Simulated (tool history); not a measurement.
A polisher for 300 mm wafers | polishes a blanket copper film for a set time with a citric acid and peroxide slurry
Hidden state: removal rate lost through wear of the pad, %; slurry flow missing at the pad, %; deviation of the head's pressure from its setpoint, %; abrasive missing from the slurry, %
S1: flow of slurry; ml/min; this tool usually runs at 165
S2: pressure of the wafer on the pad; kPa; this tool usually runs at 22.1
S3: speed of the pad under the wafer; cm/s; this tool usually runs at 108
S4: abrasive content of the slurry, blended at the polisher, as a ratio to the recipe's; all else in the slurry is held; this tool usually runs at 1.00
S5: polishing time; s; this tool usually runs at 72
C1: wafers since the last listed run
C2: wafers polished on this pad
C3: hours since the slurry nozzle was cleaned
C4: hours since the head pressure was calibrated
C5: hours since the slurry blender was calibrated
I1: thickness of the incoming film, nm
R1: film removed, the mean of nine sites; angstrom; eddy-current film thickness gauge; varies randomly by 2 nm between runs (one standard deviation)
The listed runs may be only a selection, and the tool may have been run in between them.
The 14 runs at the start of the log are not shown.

{"run": 15, "hour": 327.1, "S1": 165, "S2": 22.1, "S3": 108, "S4": 1.0, "S5": 72, "C1": 125, "C2": 726, "C3": 538.6, "C4": 112.9, "C5": 84.8, "I1": 1018.4, "R1": 1506}
{"run": 16, "hour": 356.2, "S1": 165, "S2": 27.6, "S3": 94, "S4": 1.1, "S5": 72, "C1": 264, "C2": 991, "C3": 567.7, "C4": 142.0, "C5": 113.9, "I1": 989.7, "R1": 1678}
{"run": 17, "hour": 388.9, "S1": 205, "S2": 16.5, "S3": 88, "S4": 0.85, "S5": 72, "C1": 297, "C2": 1289, "C3": 600.4, "C4": 174.7, "C5": 146.6, "I1": 996.2, "R1": 1007}
{"hour": 407.1, "done": "worn pad replaced by a new one"}
{"run": 18, "hour": 417.6, "S1": 165, "S2": 22.1, "S3": 108, "S4": 1.0, "S5": 58, "C1": 224, "C2": 95, "C3": 629.1, "C4": 203.4, "C5": 175.3, "I1": 983.5, "R1": 1195}
{"run": 19, "hour": 444.1, "S1": 165, "S2": 22.1, "S3": 108, "S4": 1.3, "S5": 72, "C1": 241, "C2": 336, "C3": 655.6, "C4": 229.9, "C5": 201.8, "I1": 990.2, "R1": 1562}
{"run": 20, "hour": 496.6, "S1": 190, "S2": 22.1, "S3": 108, "S4": 1.0, "S5": 72, "C1": 478, "C2": 814, "C3": 708.1, "C4": 282.4, "C5": 254.3, "I1": 1020.5, "R1": 1434}
{"hour": 528.2, "done": "slurry nozzle cleaned"}
{"hour": 531.5, "done": "slurry blender recalibrated"}
{"run": 21, "hour": 532.5, "S1": 195, "S2": 22.1, "S3": 108, "S4": 0.85, "S5": 49, "C1": 299, "C2": 1114, "C3": 4.3, "C4": 318.3, "C5": 1.0, "I1": 996.8, "R1": 951}
{"run": 22, "hour": 566.0, "S1": 165, "S2": 22.1, "S3": 108, "S4": 1.0, "S5": 72, "C1": 305, "C2": 1419, "C3": 37.8, "C4": 351.8, "C5": 34.5, "I1": 1010.5, "R1": 1423}
{"run": 23, "hour": 585.7, "S1": 165, "S2": 22.1, "S3": 82, "S4": 1.3, "S5": 72, "C1": 179, "C2": 1598, "C3": 57.5, "C4": 371.5, "C5": 54.2, "I1": 988.8, "R1": 1298}
{"hour": 590.1, "done": "worn pad replaced by a new one"}
{"run": 24, "hour": 605.7, "S1": 165, "S2": 22.1, "S3": 108, "S4": 1.0, "S5": 72, "C1": 145, "C2": 142, "C3": 77.5, "C4": 391.5, "C5": 74.2, "I1": 1017.0, "R1": 1415}
{"run": 25, "hour": 618.5, "S1": 165, "S2": 22.1, "S3": 108, "S4": 1.0, "S5": 72, "C1": 116, "C2": 258, "C3": 90.3, "C4": 404.3, "C5": 87.0, "I1": 1009.8, "R1": 1403}
{"run": 26, "hour": 646.5, "S1": 205, "S2": 19.3, "S3": 108, "S4": 1.2, "S5": 72, "C1": 254, "C2": 513, "C3": 118.3, "C4": 432.3, "C5": 115.0, "I1": 984.2, "R1": 1430}
{"run": 27, "hour": 681.8, "S1": 165, "S2": 18.6, "S3": 108, "S4": 1.0, "S5": 72, "C1": 321, "C2": 835, "C3": 153.6, "C4": 467.6, "C5": 150.3, "I1": 1012.2, "R1": 1250}
{"run": 28, "hour": 699.8, "S1": 165, "S2": 22.1, "S3": 108, "S4": 1.15, "S5": 72, "C1": 163, "C2": 999, "C3": 171.6, "C4": 485.6, "C5": 168.3, "I1": 992.8, "R1": 1483}
{"run": 29, "hour": 721.9, "S1": 165, "S2": 22.1, "S3": 108, "S4": 1.1, "S5": 72, "C1": 201, "C2": 1200, "C3": 193.7, "C4": 507.7, "C5": 190.4, "I1": 1005.1, "R1": 1482}
{"hour": 744.4, "done": "worn pad replaced by a new one"}
{"run": 30, "hour": 757.1, "S1": 165, "S2": 25.5, "S3": 82, "S4": 1.0, "S5": 72, "C1": 284, "C2": 115, "C3": 228.9, "C4": 542.9, "C5": 225.6, "I1": 1012.1, "R1": 1350}
{"run": 31, "hour": 774.8, "S1": 165, "S2": 22.1, "S3": 108, "S4": 1.0, "S5": 72, "C1": 161, "C2": 276, "C3": 246.6, "C4": 560.6, "C5": 243.3, "I1": 997.6, "R1": 1427}

3 options for the next run, each taken on its own from the tool as it stands now. Forecast them:
{"run": "A", "hour": 775.2, "S1": 165, "S2": 22.1, "S3": 108, "S4": 1.0, "S5": 72, "C1": 3, "C2": 280, "C3": 247.0, "C4": 561.0, "C5": 243.7, "I1": 1010.8, "R1": "?"}
{"run": "B", "hour": 775.2, "S1": 165, "S2": 22.1, "S3": 108, "S4": 0.75, "S5": 72, "C1": 3, "C2": 280, "C3": 247.0, "C4": 561.0, "C5": 243.7, "I1": 1010.8, "R1": "?"}
{"run": "C", "hour": 775.2, "S1": 165, "S2": 22.1, "S3": 82, "S4": 1.0, "S5": 72, "C1": 3, "C2": 280, "C3": 247.0, "C4": 561.0, "C5": 243.7, "I1": 1010.8, "R1": "?"}

run=A R1=1419
run=B R1=1265
run=C R1=1207
Without the tool's unlogged condition, the same runs would have read:
run=A R1=1555
run=B R1=1387
run=C R1=1323

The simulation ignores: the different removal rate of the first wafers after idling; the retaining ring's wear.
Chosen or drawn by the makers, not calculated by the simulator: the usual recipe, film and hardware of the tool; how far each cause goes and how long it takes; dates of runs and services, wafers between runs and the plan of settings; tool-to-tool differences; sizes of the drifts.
